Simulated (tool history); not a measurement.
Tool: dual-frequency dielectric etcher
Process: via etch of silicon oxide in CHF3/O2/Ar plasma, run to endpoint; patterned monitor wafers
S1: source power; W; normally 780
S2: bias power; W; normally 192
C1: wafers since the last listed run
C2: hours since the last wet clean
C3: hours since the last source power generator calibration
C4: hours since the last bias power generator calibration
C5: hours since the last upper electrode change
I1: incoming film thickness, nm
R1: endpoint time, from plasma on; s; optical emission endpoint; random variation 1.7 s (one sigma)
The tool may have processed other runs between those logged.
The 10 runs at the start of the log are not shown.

run 11 hour=113.9 | S1=780 S2=192 | C1=37 C2=271.2 C3=2116 C4=3243.9 C5=5030.7 | I1=753.2 | R1=308.4
-- hour=140.9 upper electrode replaced
run 12 hour=151 | S1=780 S2=177 | C1=75 C2=308.3 C3=2153.1 C4=3281 C5=10.1 | I1=760.6 | R1=322.4
-- hour=157.9 bias power generator calibrated
run 13 hour=165.5 | S1=780 S2=154 | C1=60 C2=322.8 C3=2167.6 C4=7.6 C5=24.6 | I1=755.4 | R1=338.9
run 14 hour=176.8 | S1=780 S2=154 | C1=64 C2=334.1 C3=2178.9 C4=18.9 C5=35.9 | I1=745.9 | R1=336.9
run 15 hour=193.5 | S1=780 S2=226 | C1=95 C2=350.8 C3=2195.6 C4=35.6 C5=52.6 | I1=758.2 | R1=292.3
run 16 hour=200.5 | S1=780 S2=192 | C1=40 C2=357.8 C3=2202.6 C4=42.6 C5=59.6 | I1=757.4 | R1=311.1
-- hour=226.1 wet clean of the chamber
run 17 hour=226.6 | S1=860 S2=151 | C1=12 C2=0.5 C3=2228.7 C4=68.7 C5=85.7 | I1=763.5 | R1=328.1
run 18 hour=227 | S1=690 S2=166 | C1=2 C2=0.9 C3=2229.1 C4=69.1 C5=86.1 | I1=753.8 | R1=348.2
run 19 hour=236.6 | S1=780 S2=154 | C1=55 C2=10.5 C3=2238.7 C4=78.7 C5=95.7 | I1=750.7 | R1=334.3
run 20 hour=252.7 | S1=780 S2=192 | C1=92 C2=26.6 C3=2254.8 C4=94.8 C5=111.8 | I1=750.7 | R1=306.3
run 21 hour=263 | S1=710 S2=156 | C1=59 C2=36.9 C3=2265.1 C4=105.1 C5=122.1 | I1=756.7 | R1=351.4
run 22 hour=281 | S1=780 S2=192 | C1=103 C2=54.9 C3=2283.1 C4=123.1 C5=140.1 | I1=755.3 | R1=309.9
run 23 hour=293.5 | S1=940 S2=205 | C1=71 C2=67.4 C3=2295.6 C4=135.6 C5=152.6 | I1=763.2 | R1=279.9
-- hour=298.1 source power generator calibrated
run 24 hour=309.1 | S1=840 S2=170 | C1=66 C2=83 C3=11 C4=151.2 C5=168.2 | I1=759.1 | R1=313.4
run 25 hour=320.4 | S1=670 S2=149 | C1=64 C2=94.3 C3=22.3 C4=162.5 C5=179.5 | I1=756.9 | R1=369.5
run 26 hour=328.8 | S1=960 S2=206 | C1=48 C2=102.7 C3=30.7 C4=170.9 C5=187.9 | I1=760.5 | R1=276.7
run 27 hour=339.8 | S1=640 S2=232 | C1=63 C2=113.7 C3=41.7 C4=181.9 C5=198.9 | I1=757.3 | R1=320.5
run 28 hour=355.7 | S1=780 S2=161 | C1=91 C2=129.6 C3=57.6 C4=197.8 C5=214.8 | I1=750 | R1=328.4
run 29 hour=363.1 | S1=890 S2=192 | C1=42 C2=137 C3=65 C4=205.2 C5=222.2 | I1=759.6 | R1=293.4
run 30 hour=370 | S1=660 S2=192 | C1=39 C2=143.9 C3=71.9 C4=212.1 C5=229.1 | I1=760.7 | R1=340
run 31 hour=381.3 | S1=900 S2=218 | C1=64 C2=155.2 C3=83.2 C4=223.4 C5=240.4 | I1=755 | R1=275.1

Alternative continuations, all from the tool just after run 31; predict every row:
run A hour=381.8 | S1=780 S2=192 | C1=2 C2=155.7 C3=83.7 C4=223.9 C5=240.9 | I1=753.7 | R1=?
run B hour=381.8 | S1=850 S2=159 | C1=2 C2=155.7 C3=83.7 C4=223.9 C5=240.9 | I1=753.7 | R1=?
run C hour=381.8 | S1=920 S2=192 | C1=2 C2=155.7 C3=83.7 C4=223.9 C5=240.9 | I1=753.7 | R1=?
run D hour=381.8 | S1=880 S2=215 | C1=2 C2=155.7 C3=83.7 C4=223.9 C5=240.9 | I1=753.7 | R1=?
run E hour=381.8 | S1=610 S2=234 | C1=2 C2=155.7 C3=83.7 C4=223.9 C5=240.9 | I1=753.7 | R1=?

run=A R1=310
run=B R1=318.8
run=C R1=286.4
run=D R1=280.4
run=E R1=325.2
Without the tool's unlogged condition, the same runs would have read:
run=A R1=310
run=B R1=318.8
run=C R1=286.4
run=D R1=280.4
run=E R1=325.2
